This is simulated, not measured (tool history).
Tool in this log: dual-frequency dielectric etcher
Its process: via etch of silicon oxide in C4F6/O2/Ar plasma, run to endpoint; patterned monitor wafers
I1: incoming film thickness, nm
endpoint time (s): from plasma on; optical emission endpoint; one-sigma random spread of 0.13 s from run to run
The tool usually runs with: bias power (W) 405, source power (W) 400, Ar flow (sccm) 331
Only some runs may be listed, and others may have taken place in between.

run 1 hour=0.0 | bias_power_(W)=405 source_power_(W)=400 Ar_flow_(sccm)=331 | I1=79.0 | endpoint_time_(s)=19.4
-- hour=20.8 source power generator calibrated
-- hour=58.6 wet clean of the chamber
run 2 hour=59.1 | bias_power_(W)=405 source_power_(W)=400 Ar_flow_(sccm)=331 | I1=79.4 | endpoint_time_(s)=19.1
run 3 hour=68.1 | bias_power_(W)=405 source_power_(W)=400 Ar_flow_(sccm)=331 | I1=77.8 | endpoint_time_(s)=18.6
run 4 hour=84.8 | bias_power_(W)=405 source_power_(W)=400 Ar_flow_(sccm)=331 | I1=78.9 | endpoint_time_(s)=19.0
run 5 hour=104.0 | bias_power_(W)=405 source_power_(W)=400 Ar_flow_(sccm)=331 | I1=79.4 | endpoint_time_(s)=18.9
run 6 hour=121.6 | bias_power_(W)=405 source_power_(W)=380 Ar_flow_(sccm)=331 | I1=78.5 | endpoint_time_(s)=19.1
run 7 hour=145.6 | bias_power_(W)=405 source_power_(W)=310 Ar_flow_(sccm)=331 | I1=79.0 | endpoint_time_(s)=20.5
run 8 hour=161.0 | bias_power_(W)=373 source_power_(W)=400 Ar_flow_(sccm)=331 | I1=79.0 | endpoint_time_(s)=19.5
run 9 hour=193.5 | bias_power_(W)=461 source_power_(W)=370 Ar_flow_(sccm)=331 | I1=79.4 | endpoint_time_(s)=18.6
run 10 hour=224.1 | bias_power_(W)=405 source_power_(W)=400 Ar_flow_(sccm)=331 | I1=78.6 | endpoint_time_(s)=18.9
run 11 hour=244.5 | bias_power_(W)=340 source_power_(W)=400 Ar_flow_(sccm)=263 | I1=79.3 | endpoint_time_(s)=19.9
run 12 hour=275.8 | bias_power_(W)=405 source_power_(W)=460 Ar_flow_(sccm)=307 | I1=79.1 | endpoint_time_(s)=18.2
run 13 hour=304.1 | bias_power_(W)=405 source_power_(W)=400 Ar_flow_(sccm)=331 | I1=79.1 | endpoint_time_(s)=19.1
run 14 hour=316.5 | bias_power_(W)=481 source_power_(W)=470 Ar_flow_(sccm)=331 | I1=78.7 | endpoint_time_(s)=17.1
-- hour=338.2 Ar flow controller replaced
run 15 hour=352.2 | bias_power_(W)=405 source_power_(W)=400 Ar_flow_(sccm)=331 | I1=78.3 | endpoint_time_(s)=19.1
-- hour=378.0 bias power generator calibrated
run 16 hour=388.0 | bias_power_(W)=340 source_power_(W)=480 Ar_flow_(sccm)=411 | I1=78.8 | endpoint_time_(s)=19.3
run 17 hour=407.5 | bias_power_(W)=405 source_power_(W)=400 Ar_flow_(sccm)=331 | I1=79.1 | endpoint_time_(s)=19.1
run 18 hour=437.6 | bias_power_(W)=346 source_power_(W)=400 Ar_flow_(sccm)=368 | I1=78.6 | endpoint_time_(s)=20.1
run 19 hour=459.6 | bias_power_(W)=405 source_power_(W)=400 Ar_flow_(sccm)=331 | I1=78.5 | endpoint_time_(s)=19.2
run 20 hour=479.7 | bias_power_(W)=338 source_power_(W)=430 Ar_flow_(sccm)=401 | I1=79.5 | endpoint_time_(s)=20.1
run 21 hour=508.3 | bias_power_(W)=367 source_power_(W)=400 Ar_flow_(sccm)=331 | I1=79.4 | endpoint_time_(s)=20.2
run 22 hour=536.6 | bias_power_(W)=405 source_power_(W)=400 Ar_flow_(sccm)=357 | I1=80.5 | endpoint_time_(s)=19.5
run 23 hour=569.9 | bias_power_(W)=405 source_power_(W)=470 Ar_flow_(sccm)=331 | I1=78.8 | endpoint_time_(s)=18.3
run 24 hour=597.5 | bias_power_(W)=328 source_power_(W)=400 Ar_flow_(sccm)=390 | I1=79.7 | endpoint_time_(s)=20.9
-- hour=634.7 wet clean of the chamber
run 25 hour=635.2 | bias_power_(W)=338 source_power_(W)=310 Ar_flow_(sccm)=274 | I1=79.1 | endpoint_time_(s)=22.0
run 26 hour=637.4 | bias_power_(W)=489 source_power_(W)=310 Ar_flow_(sccm)=380 | I1=78.7 | endpoint_time_(s)=19.4
run 27 hour=656.2 | bias_power_(W)=463 source_power_(W)=340 Ar_flow_(sccm)=301 | I1=78.3 | endpoint_time_(s)=19.1
run 28 hour=671.4 | bias_power_(W)=318 source_power_(W)=480 Ar_flow_(sccm)=413 | I1=78.6 | endpoint_time_(s)=19.5

Alternative continuations, all from the tool just after run 28; predict every row:
run A hour=671.8 | bias_power_(W)=405 source_power_(W)=400 Ar_flow_(sccm)=331 | I1=79.1 | endpoint_time_(s)=?
run B hour=671.8 | bias_power_(W)=477 source_power_(W)=400 Ar_flow_(sccm)=331 | I1=79.1 | endpoint_time_(s)=?
run C hour=671.8 | bias_power_(W)=405 source_power_(W)=330 Ar_flow_(sccm)=408 | I1=79.1 | endpoint_time_(s)=?
run D hour=671.8 | bias_power_(W)=405 source_power_(W)=490 Ar_flow_(sccm)=368 | I1=79.1 | endpoint_time_(s)=?
run E hour=671.8 | bias_power_(W)=405 source_power_(W)=450 Ar_flow_(sccm)=262 | I1=79.1 | endpoint_time_(s)=?

run=A endpoint_time_(s)=19.1
run=B endpoint_time_(s)=18.1
run=C endpoint_time_(s)=20.5
run=D endpoint_time_(s)=18.0
run=E endpoint_time_(s)=18.1
Without the tool's unlogged condition, the same runs would have read:
run=A endpoint_time_(s)=18.9
run=B endpoint_time_(s)=18.0
run=C endpoint_time_(s)=20.4
run=D endpoint_time_(s)=17.8
run=E endpoint_time_(s)=18.0
